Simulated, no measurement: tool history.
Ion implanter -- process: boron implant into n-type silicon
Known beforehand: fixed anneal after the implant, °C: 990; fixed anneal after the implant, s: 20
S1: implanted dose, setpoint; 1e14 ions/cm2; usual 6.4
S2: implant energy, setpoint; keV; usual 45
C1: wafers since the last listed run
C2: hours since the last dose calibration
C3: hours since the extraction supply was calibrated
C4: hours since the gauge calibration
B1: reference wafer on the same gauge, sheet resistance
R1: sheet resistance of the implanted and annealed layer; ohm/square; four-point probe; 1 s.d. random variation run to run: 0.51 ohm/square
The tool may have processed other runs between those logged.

| run | day | S1 | S2 | C1 | C2 | C3 | C4 | B1 | R1 |
|---|---|---|---|---|---|---|---|---|---|
| 1 | 0 | 5.97 | 45 | 0 | 711.7 | 3589.8 | 104.9 | 132.03 | 157.94 |
| 2 | 0.392 | 5.97 | 45 | 365 | 721.1 | 3599.2 | 114.3 | 132.04 | 159.78 |
| 3 | 1.067 | 6.4 | 45 | 630 | 737.3 | 3615.4 | 130.5 | 131.99 | 149.03 |
| 4 | 1.708 | 7.88 | 45 | 599 | 752.7 | 3630.8 | 145.9 | 131.85 | 126.5 |
| 5 | 2.204 | 7.88 | 45 | 463 | 764.6 | 3642.7 | 157.8 | 132 | 126.03 |
| 6 | 2.467 | 7.88 | 45 | 245 | 770.9 | 3649 | 164.1 | 132 | 126.6 |
| 7 | 2.958 | 6.4 | 45 | 459 | 782.7 | 3660.8 | 175.9 | 132.02 | 150.07 |
| 8 | 3.675 | 6.4 | 45 | 669 | 799.9 | 3678 | 193.1 | 131.89 | 148.51 |
| 9 | 4.171 | 6.4 | 45 | 463 | 811.8 | 3689.9 | 205 | 131.92 | 148.94 |
| 10 | 4.85 | 6.4 | 45 | 634 | 828.1 | 3706.2 | 221.3 | 131.98 | 148.97 |
| 11 | 5.592 | 6.4 | 45 | 692 | 845.9 | 3724 | 239.1 | 132.03 | 149.17 |
| 12 | 5.962 | 6.4 | 45 | 346 | 854.8 | 3732.9 | 248 | 131.84 | 149.28 |

For run 13, what comes out?
|  | 6.633 | Faraday cup replaced and dose calibrated |
| 13 | 8.112 | 5.05 | 36.5 | 1697 | 35.5 | 3784.5 | 299.6 | ? | ? |

{"run 13": {"B1": 131.93, "R1": 191.38}}
Were there no unlogged condition in the tool, this run, its random variation unchanged, would have produced R1 191.81 ohm/square.
